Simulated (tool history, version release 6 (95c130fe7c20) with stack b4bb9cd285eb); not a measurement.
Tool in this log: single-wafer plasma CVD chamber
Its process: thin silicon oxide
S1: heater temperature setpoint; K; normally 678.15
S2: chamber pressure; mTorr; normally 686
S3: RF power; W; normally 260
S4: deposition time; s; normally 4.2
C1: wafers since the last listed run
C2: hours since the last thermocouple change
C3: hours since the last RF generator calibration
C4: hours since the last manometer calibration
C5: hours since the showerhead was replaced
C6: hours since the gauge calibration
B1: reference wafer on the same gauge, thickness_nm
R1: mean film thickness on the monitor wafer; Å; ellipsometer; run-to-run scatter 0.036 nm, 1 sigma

| run | hour | S1 | S2 | S3 | S4 | C1 | C2 | C3 | C4 | C5 | C6 | B1 | R1 |
|---|---|---|---|---|---|---|---|---|---|---|---|---|---|
| 1 | 0 | 678.15 | 805 | 295 | 4.2 | 0 | 445.3 | 884.6 | 507.9 | 234.8 | 485.2 | 7.216 | 78.44 |
| 2 | 52.3 | 678.15 | 805 | 295 | 4.2 | 2479 | 497.6 | 936.9 | 560.2 | 287.1 | 537.5 | 7.213 | 79.52 |
| 3 | 136 | 678.15 | 562 | 260 | 4.2 | 3967 | 581.3 | 1020.6 | 643.9 | 370.8 | 621.2 | 7.217 | 51.94 |
|  | 200.8 | RF generator calibrated |
| 4 | 210 | 682.15 | 686 | 245 | 4.2 | 3128 | 655.3 | 9.2 | 717.9 | 444.8 | 695.2 | 7.218 | 62.31 |
| 5 | 262.9 | 682.15 | 686 | 245 | 4.2 | 2507 | 708.2 | 62.1 | 770.8 | 497.7 | 748.1 | 7.221 | 61.46 |
| 6 | 322.4 | 682.15 | 686 | 245 | 4.2 | 2820 | 767.7 | 121.6 | 830.3 | 557.2 | 807.6 | 7.218 | 61.57 |
| 7 | 372.8 | 678.15 | 686 | 260 | 4.2 | 2389 | 818.1 | 172 | 880.7 | 607.6 | 858 | 7.22 | 63.21 |
|  | 432.3 | thermocouple changed; heater temperature recalibrated |
| 8 | 433.6 | 665.15 | 844 | 245 | 3.39 | 2503 | 1.3 | 232.8 | 941.5 | 668.4 | 918.8 | 7.218 | 61.13 |
| 9 | 489.7 | 678.15 | 838 | 260 | 4.2 | 2659 | 57.4 | 288.9 | 997.6 | 724.5 | 974.9 | 7.215 | 77.32 |
| 10 | 573.8 | 682.15 | 735 | 260 | 4.52 | 3986 | 141.5 | 373 | 1081.7 | 808.6 | 1059 | 7.224 | 73.77 |
|  | 652.4 | capacitance manometer re-zeroed and calibrated |
| 11 | 660.7 | 678.15 | 548 | 240 | 4.2 | 3740 | 228.4 | 459.9 | 8.3 | 895.5 | 1145.9 | 7.222 | 50.15 |
| 12 | 768.6 | 678.15 | 845 | 210 | 4.2 | 5115 | 336.3 | 567.8 | 116.2 | 1003.4 | 1253.8 | 7.216 | 71.74 |
| 13 | 862.9 | 678.15 | 686 | 260 | 4.2 | 4470 | 430.6 | 662.1 | 210.5 | 1097.7 | 1348.1 | 7.218 | 64.94 |
| 14 | 906 | 678.15 | 686 | 260 | 4.2 | 2043 | 473.7 | 705.2 | 253.6 | 1140.8 | 1391.2 | 7.23 | 64.6 |
| 15 | 949.7 | 682.15 | 686 | 260 | 4.2 | 2071 | 517.4 | 748.9 | 297.3 | 1184.5 | 1434.9 | 7.227 | 64.67 |
| 16 | 1034.3 | 682.15 | 735 | 260 | 4.52 | 4010 | 602 | 833.5 | 381.9 | 1269.1 | 1519.5 | 7.22 | 74.52 |
| 17 | 1118.1 | 678.15 | 554 | 260 | 4.2 | 3972 | 685.8 | 917.3 | 465.7 | 1352.9 | 1603.3 | 7.222 | 51.66 |
| 18 | 1164.6 | 678.15 | 803 | 260 | 4.2 | 2204 | 732.3 | 963.8 | 512.2 | 1399.4 | 1649.8 | 7.226 | 75.02 |
|  | 1224.3 | RF generator calibrated |
| 19 | 1266.6 | 678.15 | 686 | 240 | 3.89 | 4456 | 834.3 | 42.3 | 614.2 | 1501.4 | 1751.8 | 7.232 | 57.08 |
|  | 1306.1 | thermocouple changed; heater temperature recalibrated |
| 20 | 1362.1 | 692.15 | 638 | 300 | 4.75 | 4148 | 56 | 137.8 | 709.7 | 1596.9 | 1847.3 | 7.214 | 71.08 |
| 21 | 1456.7 | 678.15 | 686 | 260 | 4.2 | 4484 | 150.6 | 232.4 | 804.3 | 1691.5 | 1941.9 | 7.22 | 64.35 |
| 22 | 1518.2 | 678.15 | 686 | 260 | 4.2 | 2915 | 212.1 | 293.9 | 865.8 | 1753 | 2003.4 | 7.225 | 64.55 |
| 23 | 1560.2 | 667.15 | 686 | 275 | 4.2 | 1991 | 254.1 | 335.9 | 907.8 | 1795 | 2045.4 | 7.222 | 65.66 |
| 24 | 1627 | 678.15 | 628 | 260 | 4.67 | 3166 | 320.9 | 402.7 | 974.6 | 1861.8 | 2112.2 | 7.212 | 64.98 |
| 25 | 1676.5 | 678.15 | 559 | 260 | 4.2 | 2346 | 370.4 | 452.2 | 1024.1 | 1911.3 | 2161.7 | 7.22 | 51.83 |
|  | 1755.2 | capacitance manometer re-zeroed and calibrated |
| 26 | 1766.6 | 678.15 | 686 | 260 | 4.2 | 3892 | 460.5 | 542.3 | 11.4 | 2001.4 | 2251.8 | 7.227 | 64.93 |
| 27 | 1835.1 | 683.15 | 686 | 295 | 4.2 | 3247 | 529 | 610.8 | 79.9 | 2069.9 | 2320.3 | 7.224 | 68.04 |
| 28 | 1919.4 | 678.15 | 686 | 260 | 4.2 | 3996 | 613.3 | 695.1 | 164.2 | 2154.2 | 2404.6 | 7.22 | 64.9 |
| 29 | 2021.8 | 685.15 | 514 | 210 | 3.96 | 4854 | 715.7 | 797.5 | 266.6 | 2256.6 | 2507 | 7.223 | 40.24 |

A few steps of R1 between consecutive runs. Split each: what settings, incoming material and random variation would produce without the hidden state, and what is left over for the hidden state, along with gauge scatter present in only one of the two compared results (measured, and without hidden state):
Hidden state present: wafer temperature above the value expected at the setpoint (K); delivered RF power above the setpoint (%); true pressure above the setpoint (%); gauge reads high (%).
Run 2 -> 3: S2 805 -> 562, S3 295 -> 260. R1 -27.58 Å: hidden state +0.33, all else -27.91.
Run 10 -> 11: S1 682.15 -> 678.15, S2 735 -> 548, S3 260 -> 240, S4 4.52 -> 4.2, capacitance manometer re-zeroed and calibrated. R1 -23.62 Å: hidden state +2.12, all else -25.74.
Run 25 -> 26: S2 559 -> 686, capacitance manometer re-zeroed and calibrated. R1 +13.1 Å: hidden state +0.72, all else +12.38.
Run 28 -> 29: S1 678.15 -> 685.15, S2 686 -> 514, S3 260 -> 210, S4 4.2 -> 3.96. R1 -24.66 Å: hidden state +0.17, all else -24.83.
